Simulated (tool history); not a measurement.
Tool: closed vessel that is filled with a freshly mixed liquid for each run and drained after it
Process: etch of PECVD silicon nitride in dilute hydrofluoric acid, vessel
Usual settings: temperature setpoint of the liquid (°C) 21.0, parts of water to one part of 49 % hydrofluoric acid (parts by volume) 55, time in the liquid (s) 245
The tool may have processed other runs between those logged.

run	hour	temperature setpoint of the liquid (°C)	parts of water to one part of 49 % hydrofluoric acid (parts by volume)	time in the liquid (s)	read-back film thickness of the PECVD silicon nitride reference wafer, read on the same gauge (nm)	thickness taken off the PECVD silicon nitride on a monitor wafer (angstrom)
1	0.0	19.0	55	285	69.99	154.7
# hour 14.1: hydrofluoric acid flow meter replaced
2	74.1	21.0	55	245	69.99	154.5
3	180.8	21.0	55	245	70.02	154.7
4	242.7	21.0	55	245	70.00	154.5
5	320.3	21.0	55	320	69.97	203.3
# hour 382.4: thermometer replaced
6	420.2	21.0	55	320	70.00	196.0
7	640.4	21.0	55	320	70.03	198.3
8	705.8	22.5	55	200	70.02	136.9
# hour 771.6: hydrofluoric acid flow meter replaced
9	802.5	22.5	55	200	69.98	137.4
10	971.3	22.5	55	200	70.00	139.0
11	1065.1	21.0	55	245	70.00	154.3
# hour 1088.0: thermometer replaced
12	1139.2	21.0	55	245	70.00	152.4
13	1226.1	21.0	55	245	70.01	153.1
14	1282.5	21.0	55	245	70.03	150.8
15	1381.5	21.0	55	245	69.99	151.6
16	1425.7	21.0	55	315	70.01	197.6
# hour 1459.3: gauge calibrated
17	1487.3	19.5	65	100	69.99	48.6
# hour 1489.4: hydrofluoric acid flow meter replaced
18	1533.6	17.5	35	245	70.00	187.9
19	1642.0	23.5	85	105	70.01	51.4
# hour 1671.4: thermometer replaced
20	1743.9	21.0	55	320	70.01	197.9
21	1798.7	21.0	55	390	69.99	240.3
22	1890.0	17.0	30	115	70.01	97.2
23	1955.6	17.0	55	245	69.98	115.3
24	2007.8	21.0	55	245	70.01	152.9
25	2061.1	25.0	65	290	69.98	201.8
26	2128.9	21.0	45	245	70.05	189.3
27	2167.2	21.0	65	245	70.00	132.6
# hour 2193.7: hydrofluoric acid flow meter replaced
28	2225.5	21.0	65	300	69.98	160.6
# hour 2274.9: thermometer replaced
29	2327.4	25.5	85	170	70.03	93.3
30	2366.3	21.0	55	245	70.01	151.3

Predict each of these 4 candidate next runs independently; none follows another, all start after run 30:
A	2367.0	21.0	55	245	?	?
B	2367.0	21.0	65	145	?	?
C	2367.0	21.0	40	165	?	?
D	2367.0	17.0	80	310	?	?

run	read-back film thickness of the PECVD silicon nitride reference wafer, read on the same gauge (nm)	thickness taken off the PECVD silicon nitride on a monitor wafer (angstrom)
A	70.05	150.1
B	70.05	75.5
C	70.05	137.8
D	70.05	99.9
Without the tool's hidden state the same runs would have given:
run	thickness taken off the PECVD silicon nitride on a monitor wafer (angstrom)
A	149.1
B	75.0
C	136.9
D	99.2

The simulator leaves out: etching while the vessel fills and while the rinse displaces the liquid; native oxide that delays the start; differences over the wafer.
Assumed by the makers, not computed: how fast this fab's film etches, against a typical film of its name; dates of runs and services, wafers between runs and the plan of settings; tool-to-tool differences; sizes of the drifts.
